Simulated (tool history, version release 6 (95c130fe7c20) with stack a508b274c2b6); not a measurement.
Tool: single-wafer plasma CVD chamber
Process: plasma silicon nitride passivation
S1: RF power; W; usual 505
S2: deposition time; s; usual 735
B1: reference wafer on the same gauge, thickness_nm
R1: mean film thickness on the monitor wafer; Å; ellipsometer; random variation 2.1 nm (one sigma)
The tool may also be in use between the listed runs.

run,hour,S1,S2,B1,R1
1,0.0,465,735,990.717,10691.20
2,28.8,505,735,989.498,10870.35
3,81.2,505,735,990.135,10833.91
4,131.3,505,735,990.562,10854.73
5,189.2,505,735,990.162,10809.41
# hour 251.8: RF generator calibrated
6,252.3,505,689,989.312,10338.39
7,281.6,505,689,989.770,10343.33
8,353.4,505,689,990.105,10332.41
9,413.1,420,836,990.330,12062.39
10,466.6,505,645,990.572,9662.38
11,496.7,445,783,990.573,11413.70
12,521.7,410,688,990.335,9870.39
13,579.9,505,735,989.889,10976.48

The next listed run, before its measurement:
# hour 589.3: gauge calibrated
# hour 625.3: showerhead replaced
14,650.9,420,836,?,?

B1: 989.548
R1: 12073.20 Å
Without the tool's hidden state the same run would have given R1 12164.25 Å.

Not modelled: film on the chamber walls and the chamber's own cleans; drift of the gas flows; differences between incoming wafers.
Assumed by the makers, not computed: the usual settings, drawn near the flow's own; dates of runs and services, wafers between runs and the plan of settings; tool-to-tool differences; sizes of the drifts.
